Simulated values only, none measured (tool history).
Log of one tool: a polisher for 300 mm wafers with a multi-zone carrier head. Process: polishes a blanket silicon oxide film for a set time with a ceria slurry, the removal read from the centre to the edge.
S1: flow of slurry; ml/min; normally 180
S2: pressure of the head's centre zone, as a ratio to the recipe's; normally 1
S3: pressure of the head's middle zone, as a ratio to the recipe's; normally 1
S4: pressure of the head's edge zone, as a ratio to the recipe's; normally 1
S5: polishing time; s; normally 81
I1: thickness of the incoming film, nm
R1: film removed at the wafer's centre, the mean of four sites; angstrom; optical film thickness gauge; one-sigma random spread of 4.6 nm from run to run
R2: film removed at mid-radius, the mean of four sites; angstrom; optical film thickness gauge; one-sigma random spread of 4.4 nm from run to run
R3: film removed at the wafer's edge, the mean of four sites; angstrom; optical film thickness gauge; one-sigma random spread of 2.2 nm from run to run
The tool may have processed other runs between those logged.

run,hour,S1,S2,S3,S4,S5,I1,R1,R2,R3
1,0,180,1,1,1,81,859.5,3037,3055,2988
# hour 7.1: worn pad replaced by a new one
2,11.1,180,1,1,1,81,879.4,3278,3170,3131
3,17.9,180,1,1,1,81,858,3199,3091,3141
4,28.7,180,1,1,1,81,856.2,3212,3127,3082
5,41.4,180,1,1,1,81,879.1,3136,3139,3058
6,59.2,180,1,1,1,81,866.5,3193,3020,3008
# hour 69: carrier head's membrane replaced by a new one
7,73.5,180,1,1,1,81,867.4,3178,3024,3008
8,84.2,180,1,1.08,1,81,867.9,3224,3301,2976
9,95.4,180,1,1.08,1,81,871.4,3098,3267,2980
10,104.1,180,0.89,1.08,1.04,81,865.7,2788,3235,3025
# hour 112.7: slurry nozzle cleaned
11,113.5,180,1.07,1,1,81,881.2,3288,3008,3012

Predict the results of run 12:
# hour 117.4: centre zone pressure recalibrated
# hour 121.9: worn pad replaced by a new one
# hour 123.3: edge zone pressure recalibrated
12,123.8,130,1.12,1,1,103,878.2,?,?,?

R1: 3980 angstrom
R2: 3465 angstrom
R3: 3408 angstrom
Minus the tool's unlogged condition, the same run would have read R1 4501 angstrom, R2 3919 angstrom, R3 3855 angstrom.

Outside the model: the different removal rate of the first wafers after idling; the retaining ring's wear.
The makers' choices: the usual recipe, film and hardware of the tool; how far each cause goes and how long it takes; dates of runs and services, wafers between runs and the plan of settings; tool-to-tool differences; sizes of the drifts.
